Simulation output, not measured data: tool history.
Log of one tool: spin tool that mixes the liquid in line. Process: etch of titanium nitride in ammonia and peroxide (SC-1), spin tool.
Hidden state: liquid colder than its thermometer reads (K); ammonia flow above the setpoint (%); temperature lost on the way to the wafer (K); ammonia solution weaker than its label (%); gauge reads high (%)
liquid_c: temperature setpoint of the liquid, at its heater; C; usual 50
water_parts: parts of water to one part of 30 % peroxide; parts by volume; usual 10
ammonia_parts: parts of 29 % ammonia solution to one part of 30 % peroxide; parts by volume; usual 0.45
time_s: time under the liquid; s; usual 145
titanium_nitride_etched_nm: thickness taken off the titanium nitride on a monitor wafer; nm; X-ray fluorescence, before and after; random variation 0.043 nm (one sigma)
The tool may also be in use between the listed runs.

run	day	liquid_c	water_parts	ammonia_parts	time_s	wafers since the last listed run	hours since the thermometer was replaced	hours since the ammonia flow meter was replaced	hours since the heated supply line was repaired	hours since the drum of ammonia solution was connected	hours since the gauge calibration	read-back film thickness of the titanium nitride reference wafer, read on the same gauge (nm)	titanium_nitride_etched_nm
1	0	50	10	0.45	115	0	896	116.3	529.4	485.1	866.1	110.012	3.263
2	5.058	50	10	0.45	145	1184	1017.4	237.7	650.8	606.5	987.5	110.015	4.068
3	7.288	50	12	0.45	145	521	1070.9	291.2	704.3	660	1041	110.02	3.66
# day 7.604: new drum of ammonia solution connected
4	9.117	50	12	0.45	145	418	1114.8	335.1	748.2	36.3	1084.9	109.984	3.737
5	10.125	50	10	0.45	145	236	1139	359.3	772.4	60.5	1109.1	110.028	4.073
6	12.25	50	10	0.45	145	497	1190	410.3	823.4	111.5	1160.1	110.004	4.099
7	14.888	50	10	0.45	145	617	1253.3	473.6	886.7	174.8	1223.4	110.02	3.989
8	16.721	46.5	10	0.45	145	429	1297.3	517.6	930.7	218.8	1267.4	110.016	3.18
9	18.058	46.5	10	0.45	145	313	1329.4	549.7	962.8	250.9	1299.5	110.006	3.164
10	20.458	46.5	10	0.45	145	561	1387	607.3	1020.4	308.5	1357.1	109.986	3.136
# day 21.8: gauge calibrated
# day 22.354: ammonia flow meter replaced
11	23.229	50	10	0.35	145	638	1453.5	21	1086.9	375	34.3	109.987	3.83
12	24.808	50	10	0.35	145	369	1491.4	58.9	1124.8	412.9	72.2	110.062	3.784
13	27.212	50	10	0.45	100	562	1549.1	116.6	1182.5	470.6	129.9	109.985	2.724
# day 29.767: thermometer replaced
14	30.058	57	10	0.55	145	656	7	184.9	1250.8	538.9	198.2	110.028	6.61
15	32.962	50	10	0.45	145	679	76.7	254.6	1320.5	608.6	267.9	109.99	3.951
16	35.446	47	7	0.45	205	581	136.3	314.2	1380.1	668.2	327.5	109.992	5.349
# day 40.875: new drum of ammonia solution connected
# day 41.504: heated supply line repaired
17	42.567	50	10	0.5	145	1647	307.2	485.1	25.5	40.6	498.4	110.009	4.377
18	45.117	50	14	0.45	100	596	368.4	546.3	86.7	101.8	559.6	110.007	2.568
19	47.262	40.5	5.5	0.45	205	502	419.9	597.8	138.2	153.3	611.1	110.003	4.294
20	50.158	50	10	0.45	170	677	489.4	667.3	207.7	222.8	680.6	110	4.989
21	52.042	42.5	7	0.65	105	440	534.6	712.5	252.9	268	725.8	110.005	2.349
22	54.238	50	10	0.45	145	514	587.3	765.2	305.6	320.7	778.5	109.989	4.314
# day 54.867: ammonia flow meter replaced
23	55.35	43	10	0.45	145	250	614	11.6	332.3	347.4	805.2	110.034	2.618

Run 24 comes next. What will it give?
24	57.088	54.5	10	0.45	95	406	655.7	53.3	374	389.1	846.9	?	?

{"run 24": {"read-back film thickness of the titanium nitride reference wafer, read on the same gauge (nm)": 110.022, "titanium_nitride_etched_nm": 3.889}}
Without the tool's hidden state the same run would have given titanium_nitride_etched_nm 3.996 nm.
